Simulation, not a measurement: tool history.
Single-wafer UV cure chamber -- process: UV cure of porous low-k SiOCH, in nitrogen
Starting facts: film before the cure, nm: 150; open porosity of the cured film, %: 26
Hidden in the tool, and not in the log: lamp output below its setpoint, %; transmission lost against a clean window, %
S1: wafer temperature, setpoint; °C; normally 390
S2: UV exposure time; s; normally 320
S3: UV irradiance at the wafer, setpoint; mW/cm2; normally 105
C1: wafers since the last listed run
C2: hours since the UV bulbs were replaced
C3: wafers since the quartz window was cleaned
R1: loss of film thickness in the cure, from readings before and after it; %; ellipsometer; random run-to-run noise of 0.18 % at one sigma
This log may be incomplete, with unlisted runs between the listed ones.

Run 1, hour 0: usual settings but S1 397 °C; C1 0; C2 1096.3; C3 1327. Result: R1 14.752 %.
Run 2, hour 20: usual settings but S1 397 °C; C1 212; C2 1116.3; C3 1540. Result: R1 14.985 %.
Run 3, hour 52.8: usual settings but S1 397 °C; C1 349; C2 1149.1; C3 1889. Result: R1 14.446 %.
Run 4, hour 67.2: usual settings but S1 405 °C, S2 275 s; C1 153; C2 1163.5; C3 2042. Result: R1 13.877 %.
Run 5, hour 84.9: usual settings but S1 405 °C, S2 275 s; C1 188; C2 1181.2; C3 2231. Result: R1 14.157 %.
Run 6, hour 120.7: usual settings but S1 405 °C, S2 275 s; C1 381; C2 1217; C3 2612. Result: R1 13.708 %.
Run 7, hour 156.5: usual settings; C1 381; C2 1252.8; C3 2993. Result: R1 14.432 %.
Run 8, hour 179.4: usual settings; C1 243; C2 1275.7; C3 3237. Result: R1 14.091 %.
At hour 203.8: quartz window cleaned.
At hour 208.2: UV bulbs replaced.
Run 9, hour 214.7: usual settings but S2 270 s; C1 243; C2 6.5; C3 69. Result: R1 13.134 %.
Run 10, hour 247.3: usual settings; C1 347; C2 39.1; C3 416. Result: R1 13.607 %.
At hour 276: quartz window cleaned, repeated, since the last time left the tool worse.
Run 11, hour 276.5: usual settings but S1 407 °C, S2 185 s, S3 84 mW/cm2; C1 225; C2 68.3; C3 4. Result: R1 11.411 %.
Run 12, hour 286.7: usual settings; C1 108; C2 78.5; C3 113. Result: R1 14.85 %.
Run 13, hour 316.5: usual settings but S1 374 °C, S2 195 s; C1 317; C2 108.3; C3 430. Result: R1 11.975 %.
Run 14, hour 348.8: usual settings but S1 399 °C; C1 343; C2 140.6; C3 774. Result: R1 15.123 %.
Run 15, hour 373.4: usual settings but S2 385 s, S3 120 mW/cm2; C1 261; C2 165.2; C3 1036. Result: R1 16.29 %.
Run 16, hour 389.1: usual settings but S2 145 s; C1 167; C2 180.9; C3 1203. Result: R1 10.989 %.
Run 17, hour 455.3: usual settings but S1 402 °C, S2 495 s, S3 131 mW/cm2; C1 704; C2 247.1; C3 1908. Result: R1 17.769 %.
Run 18, hour 482.1: usual settings but S2 190 s, S3 125 mW/cm2; C1 285; C2 273.9; C3 2193. Result: R1 13.001 %.

Branching from run 18: 3 alternative next runs. What would each branch give?
Run A, hour 482.5: usual settings; C1 4; C2 274.3; C3 2198. Result: R1 ?.
Run B, hour 482.5: usual settings but S2 455 s; C1 4; C2 274.3; C3 2198. Result: R1 ?.
Run C, hour 482.5: usual settings but S1 409 °C, S2 505 s, S3 88 mW/cm2; C1 4; C2 274.3; C3 2198. Result: R1 ?.

run      R1
  A  14.478
  B  16.216
  C   16.22
Without the tool's unlogged condition, the same runs would have read:
run      R1
  A  15.078
  B  16.824
  C  16.827
